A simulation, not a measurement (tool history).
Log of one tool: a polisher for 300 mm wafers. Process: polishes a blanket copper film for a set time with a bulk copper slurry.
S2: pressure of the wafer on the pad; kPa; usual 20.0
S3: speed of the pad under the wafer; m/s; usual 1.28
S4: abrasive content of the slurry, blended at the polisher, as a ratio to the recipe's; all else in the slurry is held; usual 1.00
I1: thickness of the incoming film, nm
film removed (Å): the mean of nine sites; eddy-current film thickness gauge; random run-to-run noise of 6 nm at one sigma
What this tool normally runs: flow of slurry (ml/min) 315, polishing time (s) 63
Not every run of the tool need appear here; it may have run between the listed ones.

{"run": 1, "hour": 0.0, "flow of slurry (ml/min)": 315, "S2": 20.0, "S3": 1.28, "S4": 1.0, "polishing time (s)": 63, "I1": 2129.8, "film removed (Å)": 8073}
{"hour": 65.0, "done": "slurry nozzle cleaned"}
{"run": 2, "hour": 90.9, "flow of slurry (ml/min)": 315, "S2": 20.0, "S3": 1.28, "S4": 1.0, "polishing time (s)": 63, "I1": 2110.3, "film removed (Å)": 8048}
{"run": 3, "hour": 163.0, "flow of slurry (ml/min)": 315, "S2": 20.0, "S3": 1.28, "S4": 1.2, "polishing time (s)": 63, "I1": 2155.8, "film removed (Å)": 8266}
{"run": 4, "hour": 228.3, "flow of slurry (ml/min)": 315, "S2": 20.0, "S3": 1.28, "S4": 1.0, "polishing time (s)": 63, "I1": 2149.9, "film removed (Å)": 8002}
{"hour": 286.2, "done": "head pressure recalibrated"}
{"run": 5, "hour": 325.3, "flow of slurry (ml/min)": 315, "S2": 20.0, "S3": 1.28, "S4": 1.0, "polishing time (s)": 63, "I1": 2130.0, "film removed (Å)": 7755}
{"run": 6, "hour": 418.4, "flow of slurry (ml/min)": 315, "S2": 20.0, "S3": 1.28, "S4": 1.0, "polishing time (s)": 63, "I1": 2109.9, "film removed (Å)": 7646}
{"hour": 428.0, "done": "slurry blender recalibrated"}
{"hour": 449.3, "done": "worn pad replaced by a new one"}
{"run": 7, "hour": 494.1, "flow of slurry (ml/min)": 315, "S2": 20.0, "S3": 1.28, "S4": 1.0, "polishing time (s)": 63, "I1": 2123.8, "film removed (Å)": 7941}
{"run": 8, "hour": 557.2, "flow of slurry (ml/min)": 315, "S2": 20.0, "S3": 1.28, "S4": 1.0, "polishing time (s)": 63, "I1": 2134.1, "film removed (Å)": 8041}
{"hour": 567.0, "done": "slurry nozzle cleaned"}
{"run": 9, "hour": 603.4, "flow of slurry (ml/min)": 380, "S2": 20.0, "S3": 1.28, "S4": 1.0, "polishing time (s)": 63, "I1": 2101.8, "film removed (Å)": 8075}
{"run": 10, "hour": 690.3, "flow of slurry (ml/min)": 380, "S2": 20.0, "S3": 1.28, "S4": 1.0, "polishing time (s)": 63, "I1": 2112.5, "film removed (Å)": 7984}
{"run": 11, "hour": 746.3, "flow of slurry (ml/min)": 315, "S2": 20.0, "S3": 1.28, "S4": 1.0, "polishing time (s)": 63, "I1": 2108.1, "film removed (Å)": 7839}
{"hour": 795.8, "done": "head pressure recalibrated"}
{"hour": 935.2, "done": "worn pad replaced by a new one"}
{"hour": 962.7, "done": "slurry blender recalibrated"}
{"run": 12, "hour": 970.6, "flow of slurry (ml/min)": 315, "S2": 20.0, "S3": 1.28, "S4": 1.0, "polishing time (s)": 63, "I1": 2118.4, "film removed (Å)": 7878}
{"run": 13, "hour": 1027.8, "flow of slurry (ml/min)": 315, "S2": 20.0, "S3": 1.28, "S4": 1.0, "polishing time (s)": 63, "I1": 2117.4, "film removed (Å)": 7927}
{"run": 14, "hour": 1071.4, "flow of slurry (ml/min)": 315, "S2": 20.0, "S3": 1.28, "S4": 1.0, "polishing time (s)": 63, "I1": 2107.9, "film removed (Å)": 7899}
{"hour": 1094.8, "done": "slurry nozzle cleaned"}
{"run": 15, "hour": 1132.5, "flow of slurry (ml/min)": 215, "S2": 24.1, "S3": 1.28, "S4": 1.0, "polishing time (s)": 63, "I1": 2124.3, "film removed (Å)": 9153}
{"run": 16, "hour": 1307.8, "flow of slurry (ml/min)": 345, "S2": 20.0, "S3": 1.28, "S4": 0.85, "polishing time (s)": 63, "I1": 2145.7, "film removed (Å)": 7421}
{"hour": 1344.9, "done": "head pressure recalibrated"}
{"run": 17, "hour": 1373.3, "flow of slurry (ml/min)": 315, "S2": 20.0, "S3": 1.28, "S4": 1.15, "polishing time (s)": 63, "I1": 2147.7, "film removed (Å)": 7671}
{"hour": 1405.4, "done": "slurry blender recalibrated"}
{"hour": 1430.2, "done": "worn pad replaced by a new one"}
{"hour": 1578.8, "done": "slurry nozzle cleaned"}
{"run": 18, "hour": 1639.9, "flow of slurry (ml/min)": 315, "S2": 26.9, "S3": 1.28, "S4": 0.75, "polishing time (s)": 63, "I1": 2139.1, "film removed (Å)": 10084}
{"run": 19, "hour": 1718.0, "flow of slurry (ml/min)": 315, "S2": 26.2, "S3": 1.28, "S4": 1.0, "polishing time (s)": 63, "I1": 2132.5, "film removed (Å)": 10230}
{"run": 20, "hour": 1809.2, "flow of slurry (ml/min)": 315, "S2": 20.0, "S3": 1.28, "S4": 1.0, "polishing time (s)": 63, "I1": 2145.1, "film removed (Å)": 7728}
{"hour": 1827.4, "done": "head pressure recalibrated"}
{"run": 21, "hour": 1885.1, "flow of slurry (ml/min)": 415, "S2": 20.0, "S3": 1.12, "S4": 1.0, "polishing time (s)": 44, "I1": 2118.0, "film removed (Å)": 4795}
{"hour": 1932.0, "done": "slurry blender recalibrated"}
{"hour": 1951.0, "done": "worn pad replaced by a new one"}
{"run": 22, "hour": 1978.8, "flow of slurry (ml/min)": 315, "S2": 20.0, "S3": 1.28, "S4": 1.0, "polishing time (s)": 63, "I1": 2122.5, "film removed (Å)": 7986}
{"run": 23, "hour": 2053.3, "flow of slurry (ml/min)": 240, "S2": 20.0, "S3": 1.28, "S4": 1.0, "polishing time (s)": 63, "I1": 2172.7, "film removed (Å)": 7851}
{"hour": 2115.0, "done": "slurry nozzle cleaned"}
{"run": 24, "hour": 2143.4, "flow of slurry (ml/min)": 355, "S2": 25.5, "S3": 1.72, "S4": 1.0, "polishing time (s)": 52, "I1": 2114.7, "film removed (Å)": 10893}
{"run": 25, "hour": 2196.0, "flow of slurry (ml/min)": 315, "S2": 20.0, "S3": 1.28, "S4": 1.0, "polishing time (s)": 63, "I1": 2137.6, "film removed (Å)": 7741}
{"run": 26, "hour": 2302.9, "flow of slurry (ml/min)": 315, "S2": 15.2, "S3": 1.72, "S4": 1.25, "polishing time (s)": 63, "I1": 2144.4, "film removed (Å)": 8081}
{"hour": 2364.0, "done": "head pressure recalibrated"}
{"run": 27, "hour": 2377.3, "flow of slurry (ml/min)": 315, "S2": 20.0, "S3": 1.28, "S4": 1.0, "polishing time (s)": 73, "I1": 2163.7, "film removed (Å)": 8818}
{"hour": 2395.4, "done": "slurry blender recalibrated"}
{"run": 28, "hour": 2481.8, "flow of slurry (ml/min)": 315, "S2": 20.0, "S3": 1.28, "S4": 1.0, "polishing time (s)": 63, "I1": 2088.7, "film removed (Å)": 7474}

What was the tool's hidden state at every run in the log?
slurry flow missing at the pad, %: 0, the same for each run
deviation of the head's pressure from its setpoint, %: 0, the same for each run
abrasive missing from the slurry, %: 0, the same for each run
H1: removal rate lost through wear of the pad, %
run=1 H1=0.105
run=2 H1=0.317
run=3 H1=0.755
run=4 H1=1.36
run=5 H1=2.62
run=6 H1=4.24
run=7 H1=0.0659
run=8 H1=0.288
run=9 H1=0.567
run=10 H1=1.36
run=11 H1=2.05
run=12 H1=1.68
run=13 H1=1.84
run=14 H1=2.07
run=15 H1=2.54
run=16 H1=4.85
run=17 H1=6.07
run=18 H1=1.39
run=19 H1=2.29
run=20 H1=3.69
run=21 H1=5.15
run=22 H1=0.239
run=23 H1=0.462
run=24 H1=1.07
run=25 H1=1.6
run=26 H1=3.08
run=27 H1=4.41
run=28 H1=6.72
